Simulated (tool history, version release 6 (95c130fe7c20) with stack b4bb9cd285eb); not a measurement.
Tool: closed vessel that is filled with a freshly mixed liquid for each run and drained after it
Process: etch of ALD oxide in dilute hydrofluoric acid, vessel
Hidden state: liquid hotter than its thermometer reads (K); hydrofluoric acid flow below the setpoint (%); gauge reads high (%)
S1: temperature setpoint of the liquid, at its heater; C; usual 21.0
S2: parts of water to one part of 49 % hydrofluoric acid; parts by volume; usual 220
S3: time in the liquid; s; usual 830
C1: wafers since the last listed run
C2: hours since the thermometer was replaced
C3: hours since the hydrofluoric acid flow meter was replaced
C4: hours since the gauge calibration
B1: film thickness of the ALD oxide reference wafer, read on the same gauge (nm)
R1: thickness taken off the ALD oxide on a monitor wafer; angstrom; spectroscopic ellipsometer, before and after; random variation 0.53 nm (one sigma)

run     day    S1   S2    S3    C1      C2      C3     C4      B1      R1
  1   0.000  21.0  220   830     0   649.9  1496.3  204.3  140.03   593.4
  2   0.696  19.0  220   830  1156   666.6  1513.0  221.0  139.99   550.4
  3   1.958  19.0  220   830  2098   696.9  1543.3  251.3  140.00   552.8
  4   2.579  19.0  220   830  1031   711.8  1558.2  266.2  140.01   560.3
  5   3.096  21.0  220   830   858   724.2  1570.6  278.6  140.00   601.4
  6   4.508  21.0  220   830  2347   758.1  1604.5  312.5  140.04   598.4
  7   5.608  24.5  220   830  1828   784.5  1630.9  338.9  139.96   673.5
  8   6.342  24.5  220   830  1218   802.1  1648.5  356.5  140.01   675.7
  9   7.354  21.0  270   830  1682   826.4  1672.8  380.8  140.03   462.0
 10   7.975  21.0  270   830  1031   841.3  1687.7  395.7  140.03   458.4
 11   9.450  21.0  270   830  2451   876.7  1723.1  431.1  140.06   460.2
 12  10.375  21.0  220   830  1537   898.9  1745.3  453.3  140.02   591.6
 13  13.479  21.0  220   830  5159   973.4  1819.8  527.8  140.01   603.0
 14  14.696  21.0  220   830  2022  1002.6  1849.0  557.0  140.02   603.3
 15  15.996  21.0  220   830  2160  1033.8  1880.2  588.2  140.03   599.5
     16.688  -- hydrofluoric acid flow meter replaced
 16  17.392  21.0  220   455  2250  1067.3    16.9  621.7  139.98   361.3
 17  18.521  24.0  280  1160  1876  1094.4    44.0  648.8  140.01   763.6
 18  19.542  19.0  130   985  1696  1118.9    68.5  673.3  139.95  1379.1
 19  21.025  21.0  220   965  2465  1154.5   104.1  708.9  140.02   766.7
 20  22.283  21.0  290   365  2091  1184.7   134.3  739.1  139.96   204.7
 21  22.854  21.0  305   830   948  1198.4   148.0  752.8  139.97   437.4
 22  24.108  21.0  220   830  2084  1228.5   178.1  782.9  139.98   672.6
 23  25.538  17.5  295   830  2375  1262.8   212.4  817.2  139.96   405.4
     26.646  -- gauge calibrated
     27.838  -- thermometer replaced
 24  27.858  18.5  170  1280  3788     0.5   268.1   29.1  140.02  1159.9
 25  28.433  23.5  220   830   955    14.3   281.9   42.9  139.96   661.9
 26  28.942  17.5  325   830   844    26.5   294.1   55.1  140.07   324.5
 27  30.025  21.0  220   520  1800    52.5   320.1   81.1  139.97   375.3
 28  34.242  21.0  275   990  7008   153.7   421.3  182.3  140.02   547.2
 29  35.346  17.0  170  1105  1835   180.2   447.8  208.8  139.96   947.8
 30  36.221  21.0  295   830  1454   201.2   468.8  229.8  139.96   417.0
 31  37.700  21.0  220   830  2458   236.7   504.3  265.3  140.01   608.2
 32  40.521  21.0  220   830  4688   304.4   572.0  333.0  139.98   602.4

Forecast each of these 5 alternatives for the next run:
  A  40.558  21.0  220   390  62  305.3  572.9  333.9   ?   ?
  B  40.558  19.5  260   615  62  305.3  572.9  333.9   ?   ?
  C  40.558  21.0  125   830  62  305.3  572.9  333.9   ?   ?
  D  40.558  25.0  150  1040  62  305.3  572.9  333.9   ?   ?
  E  40.558  25.5  220   830  62  305.3  572.9  333.9   ?   ?

run      B1      R1
  A  139.96   283.9
  B  139.96   344.5
  C  139.96  1178.0
  D  139.96  1393.5
  E  139.96   711.7
Without the tool's hidden state the same runs would have given:
run      R1
  A   284.0
  B   344.8
  C  1174.1
  D  1392.5
  E   713.3

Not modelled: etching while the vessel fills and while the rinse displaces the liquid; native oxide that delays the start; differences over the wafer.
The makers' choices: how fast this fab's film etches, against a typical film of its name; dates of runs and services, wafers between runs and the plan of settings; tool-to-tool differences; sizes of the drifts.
